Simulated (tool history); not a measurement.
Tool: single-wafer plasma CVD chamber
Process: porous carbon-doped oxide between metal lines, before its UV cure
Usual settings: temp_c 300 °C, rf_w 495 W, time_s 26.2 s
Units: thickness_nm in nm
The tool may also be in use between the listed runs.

run   hour  temp_c  rf_w  time_s  wafers since the last listed run  hours since the last thermocouple change  hours since the last RF generator calibration  hours since the showerhead was replaced  hours since the gauge calibration  read-back reference wafer on the same gauge, thickness_nm  thickness_nm
  1      0     300   495    26.2                                 0                                    2198.2                                          475.1                                   3866.1                              101.7                                                    159.207       138.794
  2   63.8     300   495    26.2                              1473                                      2262                                          538.9                                   3929.9                              165.5                                                    159.129       137.927
  3    139     300   495    26.2                              1736                                    2337.2                                          614.1                                   4005.1                              240.7                                                    158.753       138.526
  4  185.7     300   495    26.2                              1078                                    2383.9                                          660.8                                   4051.8                              287.4                                                    159.319       137.689
  5  277.5     300   495    26.2                              2120                                    2475.7                                          752.6                                   4143.6                              379.2                                                    158.815       137.284
  6  373.6     300   495    26.2                              2219                                    2571.8                                          848.7                                   4239.7                              475.3                                                    159.126       139.113
       400  -- thermocouple changed; heater temperature recalibrated
  7  433.4     311   495    26.2                              1196                                      33.4                                          908.5                                   4299.5                              535.1                                                    159.267       130.127
     484.5  -- showerhead replaced
     491.8  -- gauge calibrated
  8  508.4     308   585    24.2                              1547                                     108.4                                          983.5                                     23.9                               16.6                                                    159.581       136.431
     548.8  -- RF generator calibrated
  9  549.3     292   460    29.6                               759                                     149.3                                            0.5                                     64.8                               57.5                                                    158.763       155.246
 10  600.7     300   495    26.2                              1187                                     200.7                                           51.9                                    116.2                              108.9                                                    159.388       138.429
 11  651.5     310   460    23.6                              1173                                     251.5                                          102.7                                      167                              159.7                                                    158.904       110.423
 12  718.2     300   495    26.2                              1540                                     318.2                                          169.4                                    233.7                              226.4                                                    158.912       138.161
 13  817.6     286   535    24.3                              2295                                     417.6                                          268.8                                    333.1                              325.8                                                     158.95       149.443
 14  902.1     300   495    26.2                              1951                                     502.1                                          353.3                                    417.6                              410.3                                                    159.137        137.32

Forecast each of these 3 alternatives for the next run:
  A  902.5     290   495    26.2                                 9                                     502.5                                          353.7                                      418                              410.7                                                          ?             ?
  B  902.5     309   570    26.2                                 9                                     502.5                                          353.7                                      418                              410.7                                                          ?             ?
  C  902.5     311   470    22.9                                 9                                     502.5                                          353.7                                      418                              410.7                                                          ?             ?

run  read-back reference wafer on the same gauge, thickness_nm  thickness_nm
  A                                                    158.842       148.519
  B                                                    158.842        145.28
  C                                                    158.842        109.53
Without the tool's hidden state the same runs would have given:
run  thickness_nm
  A       148.519
  B        145.28
  C        109.53
